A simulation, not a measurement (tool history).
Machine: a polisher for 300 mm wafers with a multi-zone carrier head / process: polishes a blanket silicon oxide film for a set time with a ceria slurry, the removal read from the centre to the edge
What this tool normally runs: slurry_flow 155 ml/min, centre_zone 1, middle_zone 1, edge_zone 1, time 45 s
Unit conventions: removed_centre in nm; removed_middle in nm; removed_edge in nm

| run | hour | slurry_flow | centre_zone | middle_zone | edge_zone | time | wafers since the last listed run | wafers polished on this pad | hours since the slurry nozzle was cleaned | hours since the centre zone pressure was calibrated | hours since the edge zone pressure was calibrated | hours since the carrier head's membrane was replaced | incoming thickness of the incoming film, nm | removed_centre | removed_middle | removed_edge |
|---|---|---|---|---|---|---|---|---|---|---|---|---|---|---|---|---|
| 1 | 0 | 155 | 1.09 | 1 | 1 | 45 | 0 | 262 | 399.1 | 161.3 | 722.3 | 961.7 | 775.8 | 124.8 | 118.6 | 115.5 |
| 2 | 28.1 | 155 | 1.09 | 1 | 1 | 45 | 372 | 635 | 427.2 | 189.4 | 750.4 | 989.8 | 780.7 | 121.7 | 116.3 | 111.4 |
|  | 58.3 | worn pad replaced by a new one |
| 3 | 58.8 | 155 | 1 | 1 | 1.08 | 45 | 354 | 6 | 457.9 | 220.1 | 781.1 | 1020.5 | 771.5 | 110.6 | 115 | 119.5 |
| 4 | 75.3 | 155 | 1 | 1 | 1.08 | 45 | 218 | 224 | 474.4 | 236.6 | 797.6 | 1037 | 774.1 | 109.4 | 117.1 | 117.7 |
| 5 | 105.4 | 155 | 1 | 1.06 | 0.9 | 45 | 399 | 624 | 504.5 | 266.7 | 827.7 | 1067.1 | 777.3 | 114 | 121.3 | 108.5 |
|  | 130.1 | slurry nozzle cleaned |
| 6 | 131.1 | 155 | 1 | 1.06 | 0.9 | 45 | 327 | 951 | 1 | 292.4 | 853.4 | 1092.8 | 793.7 | 113.9 | 126.5 | 110.2 |
|  | 147.2 | worn pad replaced by a new one |
| 7 | 147.7 | 155 | 1 | 1.06 | 0.9 | 45 | 167 | 7 | 17.6 | 309 | 870 | 1109.4 | 774.9 | 116.8 | 126 | 110.4 |
| 8 | 173.8 | 155 | 0.94 | 0.93 | 1 | 45 | 346 | 353 | 43.7 | 335.1 | 896.1 | 1135.5 | 783 | 110 | 112.8 | 114 |
|  | 198.7 | carrier head's membrane replaced by a new one |
| 9 | 199.2 | 155 | 1 | 1 | 1 | 50 | 270 | 623 | 69.1 | 360.5 | 921.5 | 0.5 | 795.7 | 129.4 | 130.6 | 129.9 |
| 10 | 216 | 155 | 1 | 0.97 | 1 | 45 | 222 | 846 | 85.9 | 377.3 | 938.3 | 17.3 | 787.2 | 114 | 116.4 | 114 |
|  | 231.9 | centre zone pressure recalibrated |
|  | 234.4 | edge zone pressure recalibrated |
|  | 236.6 | worn pad replaced by a new one |
| 11 | 250.4 | 155 | 1 | 1 | 1 | 45 | 373 | 182 | 120.3 | 18.5 | 16 | 51.7 | 779.3 | 114.6 | 118.1 | 114.9 |
| 12 | 278.3 | 135 | 0.91 | 1.08 | 1.05 | 45 | 370 | 552 | 148.2 | 46.4 | 43.9 | 79.6 | 779.8 | 100.5 | 124.4 | 116.1 |
| 13 | 305.4 | 155 | 1.11 | 1 | 1 | 45 | 359 | 912 | 175.3 | 73.5 | 71 | 106.7 | 767.7 | 127.3 | 117.7 | 113.6 |
|  | 309.5 | worn pad replaced by a new one |
| 14 | 338.7 | 155 | 1.03 | 1 | 0.92 | 45 | 388 | 387 | 208.6 | 106.8 | 104.3 | 140 | 777 | 119 | 115.9 | 110.7 |
| 15 | 368.2 | 155 | 1 | 1 | 1 | 45 | 391 | 779 | 238.1 | 136.3 | 133.8 | 169.5 | 773.4 | 110.8 | 115 | 114.9 |

Below, some changes in removed_centre between adjacent runs. For each, the amount present without the hidden state too (settings, incoming material, random variation) and the amount remaining for the hidden state with gauge scatter not shared by both compared results:
Hidden state present: removal rate lost through wear of the pad, %; slurry flow missing at the pad, %; deviation of the centre zone's pressure from its setpoint, %; deviation of the edge zone's pressure from its setpoint, %.
Run 5 -> 6: slurry nozzle cleaned. removed_centre -0.1 nm: hidden state +5.7, all else -5.8.
Run 12 -> 13: slurry_flow 135 -> 155, centre_zone 0.91 -> 1.11, middle_zone 1.08 -> 1, edge_zone 1.05 -> 1. removed_centre +26.8 nm: hidden state -1.3, all else +28.1.
